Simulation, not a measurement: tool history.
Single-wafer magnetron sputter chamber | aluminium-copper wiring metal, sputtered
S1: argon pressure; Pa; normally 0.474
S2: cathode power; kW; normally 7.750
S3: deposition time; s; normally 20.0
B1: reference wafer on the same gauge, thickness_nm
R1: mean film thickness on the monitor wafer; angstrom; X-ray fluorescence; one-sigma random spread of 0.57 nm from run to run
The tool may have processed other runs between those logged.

| run | hour | S1 | S2 | S3 | B1 | R1 |
|---|---|---|---|---|---|---|
| 1 | 0.0 | 0.474 | 7.750 | 20.0 | 219.003 | 2478.23 |
|  | 38.1 | sputter target and shields replaced |
| 2 | 38.7 | 0.474 | 7.750 | 20.0 | 218.910 | 2488.88 |
| 3 | 65.5 | 0.474 | 7.750 | 20.0 | 218.973 | 2494.13 |
| 4 | 134.4 | 0.436 | 7.750 | 20.0 | 219.092 | 2554.19 |
| 5 | 187.1 | 0.436 | 7.750 | 20.0 | 219.036 | 2557.70 |
|  | 224.6 | sputter target and shields replaced |
| 6 | 249.0 | 0.474 | 7.750 | 20.0 | 219.027 | 2513.29 |
| 7 | 282.2 | 0.474 | 7.750 | 20.0 | 219.024 | 2521.12 |
| 8 | 325.2 | 0.474 | 7.750 | 20.0 | 218.977 | 2531.13 |
| 9 | 384.2 | 0.474 | 7.750 | 20.0 | 218.971 | 2542.04 |
|  | 412.6 | capacitance manometer re-zeroed and calibrated |
|  | 433.9 | sputter target and shields replaced |
| 10 | 453.1 | 0.474 | 7.750 | 20.0 | 219.012 | 2439.33 |
|  | 470.7 | gauge calibrated |
|  | 486.2 | magnet pack replaced, of another model than before |
| 11 | 486.7 | 0.474 | 7.750 | 20.0 | 218.941 | 2457.18 |
| 12 | 519.1 | 0.474 | 7.750 | 18.6 | 219.160 | 2286.88 |
| 13 | 559.6 | 0.474 | 7.750 | 20.0 | 219.118 | 2452.50 |
| 14 | 596.6 | 0.522 | 7.200 | 21.2 | 218.863 | 2333.52 |
|  | 626.8 | sputter target and shields replaced |
| 15 | 641.5 | 0.391 | 9.350 | 17.6 | 219.117 | 2774.17 |
| 16 | 666.3 | 0.474 | 7.750 | 20.0 | 219.024 | 2458.55 |
| 17 | 705.5 | 0.474 | 7.750 | 20.0 | 219.043 | 2465.74 |
| 18 | 746.8 | 0.364 | 8.500 | 20.0 | 219.038 | 2923.25 |
| 19 | 772.2 | 0.577 | 8.500 | 20.0 | 218.996 | 2496.09 |
| 20 | 799.0 | 0.590 | 7.750 | 21.5 | 218.999 | 2434.71 |
|  | 825.2 | sputter target and shields replaced |
| 21 | 827.0 | 0.474 | 6.800 | 20.0 | 219.116 | 2154.46 |
| 22 | 881.4 | 0.474 | 7.750 | 20.0 | 218.906 | 2464.80 |
| 23 | 942.8 | 0.474 | 7.750 | 20.0 | 219.117 | 2465.95 |
| 24 | 993.7 | 0.562 | 7.750 | 20.0 | 219.004 | 2331.45 |
|  | 1058.8 | sputter target and shields replaced |
| 25 | 1060.8 | 0.417 | 6.700 | 18.4 | 219.088 | 2054.89 |

What if the next run were any one of these 5? Each begins from the tool's condition after run 25:
| A | 1061.2 | 0.474 | 7.750 | 21.5 | ? | ? |
| B | 1061.2 | 0.318 | 8.850 | 20.0 | ? | ? |
| C | 1061.2 | 0.474 | 7.750 | 23.4 | ? | ? |
| D | 1061.2 | 0.391 | 9.500 | 19.0 | ? | ? |
| E | 1061.2 | 0.474 | 7.050 | 20.0 | ? | ? |

| run | B1 | R1 |
|---|---|---|
| A | 219.128 | 2667.66 |
| B | 219.128 | 3168.84 |
| C | 219.128 | 2903.41 |
| D | 219.128 | 3065.04 |
| E | 219.128 | 2257.41 |
What these runs would have given with no unlogged condition in the tool:
| run | R1 |
|---|---|
| A | 2626.18 |
| B | 3141.76 |
| C | 2858.26 |
| D | 3028.54 |
| E | 2222.30 |

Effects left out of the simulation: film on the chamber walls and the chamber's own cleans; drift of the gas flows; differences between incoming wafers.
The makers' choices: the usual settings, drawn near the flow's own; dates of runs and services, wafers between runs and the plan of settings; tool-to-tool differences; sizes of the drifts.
